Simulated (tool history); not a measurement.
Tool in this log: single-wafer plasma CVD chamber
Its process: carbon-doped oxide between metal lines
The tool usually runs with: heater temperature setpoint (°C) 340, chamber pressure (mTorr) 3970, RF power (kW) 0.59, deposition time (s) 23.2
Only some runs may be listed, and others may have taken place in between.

| run | hour | heater temperature setpoint (°C) | chamber pressure (mTorr) | RF power (kW) | deposition time (s) | wafers since the last listed run | hours since the last thermocouple change | hours since the last RF generator calibration | hours since the last manometer calibration | hours since the showerhead was replaced | hours since the gauge calibration | read-back reference wafer on the same gauge, thickness_nm | mean film thickness on the monitor wafer (Å) |
|---|---|---|---|---|---|---|---|---|---|---|---|---|---|
| 1 | 0 | 340 | 3970 | 0.65 | 23.2 | 0 | 2432.7 | 853.8 | 2287.5 | 3421 | 1450.7 | 159.162 | 1469.76 |
| 2 | 100.1 | 340 | 3970 | 0.59 | 25.7 | 1923 | 2532.8 | 953.9 | 2387.6 | 3521.1 | 1550.8 | 159.065 | 1508.95 |
| 3 | 174 | 340 | 3970 | 0.59 | 25.7 | 1419 | 2606.7 | 1027.8 | 2461.5 | 3595 | 1624.7 | 159.085 | 1503 |
| 4 | 213.5 | 340 | 3970 | 0.59 | 25.7 | 758 | 2646.2 | 1067.3 | 2501 | 3634.5 | 1664.2 | 159.049 | 1515.28 |
| 5 | 425.8 | 340 | 4610 | 0.59 | 23.2 | 4079 | 2858.5 | 1279.6 | 2713.3 | 3846.8 | 1876.5 | 159.124 | 1402.79 |
|  | 428.1 | gauge calibrated |
| 6 | 532.5 | 340 | 4610 | 0.59 | 23.2 | 2050 | 2965.2 | 1386.3 | 2820 | 3953.5 | 104.4 | 159.133 | 1394.21 |
|  | 579 | capacitance manometer re-zeroed and calibrated |
| 7 | 619.7 | 340 | 3640 | 0.59 | 23.2 | 1521 | 3052.4 | 1473.5 | 40.7 | 4040.7 | 191.6 | 158.997 | 1342.1 |
| 8 | 708 | 340 | 3970 | 0.59 | 20.7 | 1696 | 3140.7 | 1561.8 | 129 | 4129 | 279.9 | 158.866 | 1219.42 |
|  | 805.1 | RF generator calibrated |
| 9 | 805.6 | 340 | 3970 | 0.59 | 20.7 | 1721 | 3238.3 | 0.5 | 226.6 | 4226.6 | 377.5 | 158.977 | 1225.11 |
|  | 832.9 | thermocouple changed; heater temperature recalibrated |
| 10 | 868.6 | 349 | 3970 | 0.545 | 26.2 | 1056 | 35.7 | 63.5 | 289.6 | 4289.6 | 440.5 | 158.904 | 1400.39 |
| 11 | 930.2 | 347 | 3110 | 0.59 | 23.2 | 1183 | 97.3 | 125.1 | 351.2 | 4351.2 | 502.1 | 158.971 | 1296.84 |
| 12 | 1011.6 | 340 | 4430 | 0.59 | 19.7 | 1564 | 178.7 | 206.5 | 432.6 | 4432.6 | 583.5 | 159.054 | 1182.81 |
|  | 1054.2 | showerhead replaced |
| 13 | 1076.2 | 340 | 4420 | 0.705 | 24.5 | 1087 | 243.3 | 271.1 | 497.2 | 22 | 648.1 | 158.914 | 1700.45 |
| 14 | 1177.5 | 346 | 3460 | 0.54 | 23.2 | 1946 | 344.6 | 372.4 | 598.5 | 123.3 | 749.4 | 159.037 | 1214.86 |
| 15 | 1261.8 | 340 | 3970 | 0.59 | 23.2 | 1619 | 428.9 | 456.7 | 682.8 | 207.6 | 833.7 | 158.964 | 1363.3 |
| 16 | 1352.7 | 340 | 4530 | 0.59 | 21.6 | 1746 | 519.8 | 547.6 | 773.7 | 298.5 | 924.6 | 159.135 | 1296.8 |
| 17 | 1411.9 | 340 | 3470 | 0.59 | 26.2 | 1137 | 579 | 606.8 | 832.9 | 357.7 | 983.8 | 159.022 | 1511.47 |
| 18 | 1450.7 | 345 | 3970 | 0.635 | 20.1 | 745 | 617.8 | 645.6 | 871.7 | 396.5 | 1022.6 | 159.145 | 1243.65 |
| 19 | 1519 | 340 | 3970 | 0.59 | 23.2 | 1312 | 686.1 | 713.9 | 940 | 464.8 | 1090.9 | 159.057 | 1366.94 |
| 20 | 1576.9 | 340 | 3270 | 0.62 | 26.1 | 1112 | 744 | 771.8 | 997.9 | 522.7 | 1148.8 | 159.004 | 1569.93 |
| 21 | 1620.1 | 349 | 3340 | 0.7 | 20.6 | 830 | 787.2 | 815 | 1041.1 | 565.9 | 1192 | 159.137 | 1330.05 |
| 22 | 1723.9 | 335 | 3970 | 0.59 | 26 | 1994 | 891 | 918.8 | 1144.9 | 669.7 | 1295.8 | 159.068 | 1546.99 |
| 23 | 1808.6 | 340 | 4570 | 0.59 | 23.2 | 1627 | 975.7 | 1003.5 | 1229.6 | 754.4 | 1380.5 | 159.038 | 1396.27 |
| 24 | 1901.5 | 340 | 3970 | 0.59 | 23.2 | 1784 | 1068.6 | 1096.4 | 1322.5 | 847.3 | 1473.4 | 159.068 | 1360.31 |
| 25 | 2006.9 | 326 | 3970 | 0.49 | 25.5 | 2025 | 1174 | 1201.8 | 1427.9 | 952.7 | 1578.8 | 158.943 | 1311.54 |
| 26 | 2095.6 | 340 | 3970 | 0.65 | 25.6 | 1704 | 1262.7 | 1290.5 | 1516.6 | 1041.4 | 1667.5 | 159.019 | 1629.48 |
| 27 | 2137.7 | 330 | 3970 | 0.59 | 23.2 | 808 | 1304.8 | 1332.6 | 1558.7 | 1083.5 | 1709.6 | 159.001 | 1403.93 |

Branching from run 27: 5 alternative next runs. What would each branch give?
| A | 2138.1 | 336 | 3970 | 0.59 | 23.2 | 7 | 1305.2 | 1333 | 1559.1 | 1083.9 | 1710 | ? | ? |
| B | 2138.1 | 327 | 3970 | 0.475 | 23.2 | 7 | 1305.2 | 1333 | 1559.1 | 1083.9 | 1710 | ? | ? |
| C | 2138.1 | 340 | 3970 | 0.59 | 24.6 | 7 | 1305.2 | 1333 | 1559.1 | 1083.9 | 1710 | ? | ? |
| D | 2138.1 | 329 | 4950 | 0.645 | 25.9 | 7 | 1305.2 | 1333 | 1559.1 | 1083.9 | 1710 | ? | ? |
| E | 2138.1 | 330 | 4780 | 0.5 | 27.3 | 7 | 1305.2 | 1333 | 1559.1 | 1083.9 | 1710 | ? | ? |

| run | read-back reference wafer on the same gauge, thickness_nm | mean film thickness on the monitor wafer (Å) |
|---|---|---|
| A | 158.98 | 1390.48 |
| B | 158.98 | 1154.7 |
| C | 158.98 | 1456.11 |
| D | 158.98 | 1769.44 |
| E | 158.98 | 1467.04 |
With the hidden condition removed and each run's random variation left untouched, the same runs would have given:
| run | mean film thickness on the monitor wafer (Å) |
|---|---|
| A | 1390.48 |
| B | 1154.7 |
| C | 1456.11 |
| D | 1769.44 |
| E | 1467.04 |

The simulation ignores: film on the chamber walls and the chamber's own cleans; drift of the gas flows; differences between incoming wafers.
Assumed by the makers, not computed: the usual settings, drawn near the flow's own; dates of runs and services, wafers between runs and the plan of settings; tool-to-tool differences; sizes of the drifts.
